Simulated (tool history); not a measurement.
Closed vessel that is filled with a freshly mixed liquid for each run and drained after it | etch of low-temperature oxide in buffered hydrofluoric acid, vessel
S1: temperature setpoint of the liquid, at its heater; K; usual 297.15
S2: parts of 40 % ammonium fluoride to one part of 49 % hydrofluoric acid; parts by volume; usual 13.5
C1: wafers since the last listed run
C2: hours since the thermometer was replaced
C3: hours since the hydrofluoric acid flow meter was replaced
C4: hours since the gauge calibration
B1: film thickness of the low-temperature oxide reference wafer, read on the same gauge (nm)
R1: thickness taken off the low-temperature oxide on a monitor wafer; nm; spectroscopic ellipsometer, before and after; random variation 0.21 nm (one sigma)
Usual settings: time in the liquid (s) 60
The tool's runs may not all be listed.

{"run": 1, "day": 0.0, "S1": 297.15, "S2": 13.5, "time in the liquid (s)": 55, "C1": 0, "C2": 1428.8, "C3": 2414.9, "C4": 11.2, "B1": 150.01, "R1": 110.68}
{"run": 2, "day": 0.521, "S1": 297.15, "S2": 13.5, "time in the liquid (s)": 55, "C1": 1785, "C2": 1441.3, "C3": 2427.4, "C4": 23.7, "B1": 150, "R1": 110.81}
{"run": 3, "day": 0.771, "S1": 297.15, "S2": 12.5, "time in the liquid (s)": 60, "C1": 856, "C2": 1447.3, "C3": 2433.4, "C4": 29.7, "B1": 150, "R1": 130.59}
{"run": 4, "day": 1.292, "S1": 297.15, "S2": 17, "time in the liquid (s)": 60, "C1": 1785, "C2": 1459.8, "C3": 2445.9, "C4": 42.2, "B1": 150.03, "R1": 96.54}
{"run": 5, "day": 1.617, "S1": 297.15, "S2": 17, "time in the liquid (s)": 60, "C1": 1113, "C2": 1467.6, "C3": 2453.7, "C4": 50, "B1": 150, "R1": 97.02}
{"run": 6, "day": 2.121, "S1": 297.15, "S2": 17, "time in the liquid (s)": 60, "C1": 1727, "C2": 1479.7, "C3": 2465.8, "C4": 62.1, "B1": 149.99, "R1": 97.35}
{"run": 7, "day": 2.75, "S1": 297.15, "S2": 13.5, "time in the liquid (s)": 60, "C1": 2156, "C2": 1494.8, "C3": 2480.9, "C4": 77.2, "B1": 150.01, "R1": 122.01}
{"run": 8, "day": 3.175, "S1": 297.15, "S2": 13.5, "time in the liquid (s)": 60, "C1": 1456, "C2": 1505, "C3": 2491.1, "C4": 87.4, "B1": 149.99, "R1": 122.05}
{"run": 9, "day": 3.925, "S1": 297.15, "S2": 13.5, "time in the liquid (s)": 60, "C1": 2570, "C2": 1523, "C3": 2509.1, "C4": 105.4, "B1": 150.01, "R1": 121.9}
{"run": 10, "day": 4.575, "S1": 297.15, "S2": 13.5, "time in the liquid (s)": 60, "C1": 2227, "C2": 1538.6, "C3": 2524.7, "C4": 121, "B1": 150.01, "R1": 122.16}
{"day": 4.825, "done": "hydrofluoric acid flow meter replaced"}
{"run": 11, "day": 5.154, "S1": 299.65, "S2": 16.5, "time in the liquid (s)": 30, "C1": 1842, "C2": 1552.5, "C3": 7.9, "C4": 134.9, "B1": 150, "R1": 52.27}
{"run": 12, "day": 5.646, "S1": 297.15, "S2": 13.5, "time in the liquid (s)": 40, "C1": 1685, "C2": 1564.3, "C3": 19.7, "C4": 146.7, "B1": 149.99, "R1": 74.72}
{"day": 5.812, "done": "gauge calibrated"}
{"run": 13, "day": 6.004, "S1": 294.15, "S2": 13.5, "time in the liquid (s)": 60, "C1": 1228, "C2": 1572.9, "C3": 28.3, "C4": 4.6, "B1": 150.01, "R1": 95.4}
{"run": 14, "day": 6.262, "S1": 293.65, "S2": 13.5, "time in the liquid (s)": 40, "C1": 885, "C2": 1579.1, "C3": 34.5, "C4": 10.8, "B1": 149.99, "R1": 61.78}
{"run": 15, "day": 6.588, "S1": 297.15, "S2": 13.5, "time in the liquid (s)": 60, "C1": 1113, "C2": 1586.9, "C3": 42.3, "C4": 18.6, "B1": 150.01, "R1": 112.3}
{"run": 16, "day": 7.15, "S1": 297.15, "S2": 13.5, "time in the liquid (s)": 60, "C1": 1927, "C2": 1600.4, "C3": 55.8, "C4": 32.1, "B1": 150.01, "R1": 112.72}
{"day": 7.812, "done": "thermometer replaced"}
{"run": 17, "day": 7.833, "S1": 294.65, "S2": 13.5, "time in the liquid (s)": 85, "C1": 2199, "C2": 0.5, "C3": 72.2, "C4": 48.5, "B1": 149.99, "R1": 121.97}
{"run": 18, "day": 8.383, "S1": 292.65, "S2": 13.5, "time in the liquid (s)": 85, "C1": 1885, "C2": 13.7, "C3": 85.4, "C4": 61.7, "B1": 149.99, "R1": 109.08}
{"run": 19, "day": 9.067, "S1": 297.15, "S2": 13.5, "time in the liquid (s)": 85, "C1": 2341, "C2": 30.1, "C3": 101.8, "C4": 78.1, "B1": 150, "R1": 140.58}
{"run": 20, "day": 9.412, "S1": 301.15, "S2": 13.5, "time in the liquid (s)": 30, "C1": 1185, "C2": 38.4, "C3": 110.1, "C4": 86.4, "B1": 150, "R1": 61.83}
{"run": 21, "day": 10.079, "S1": 297.15, "S2": 15, "time in the liquid (s)": 60, "C1": 2284, "C2": 54.4, "C3": 126.1, "C4": 102.4, "B1": 150.01, "R1": 90.16}

Some steps in R1 between neighbouring runs. How much of each would the tool show without its hidden state too (settings, what came in, random variation), and how much is left for the hidden state, with any gauge scatter that isn't in both results?
The hidden state here: liquid hotter than its thermometer reads (K); hydrofluoric acid flow above the setpoint (%); gauge reads high (%).
Run 10 -> 11: S1 297.15 -> 299.65, S2 13.5 -> 16.5, time in the liquid (s) 60 -> 30, hydrofluoric acid flow meter replaced. R1 -69.89 nm: hidden state -20.03, all else -49.86.
Run 16 -> 17: S1 297.15 -> 294.65, time in the liquid (s) 60 -> 85, thermometer replaced. R1 +9.25 nm: hidden state -12.4, all else +21.65.
Run 19 -> 20: S1 297.15 -> 301.15, time in the liquid (s) 85 -> 30. R1 -78.75 nm: hidden state -4.08, all else -74.67.
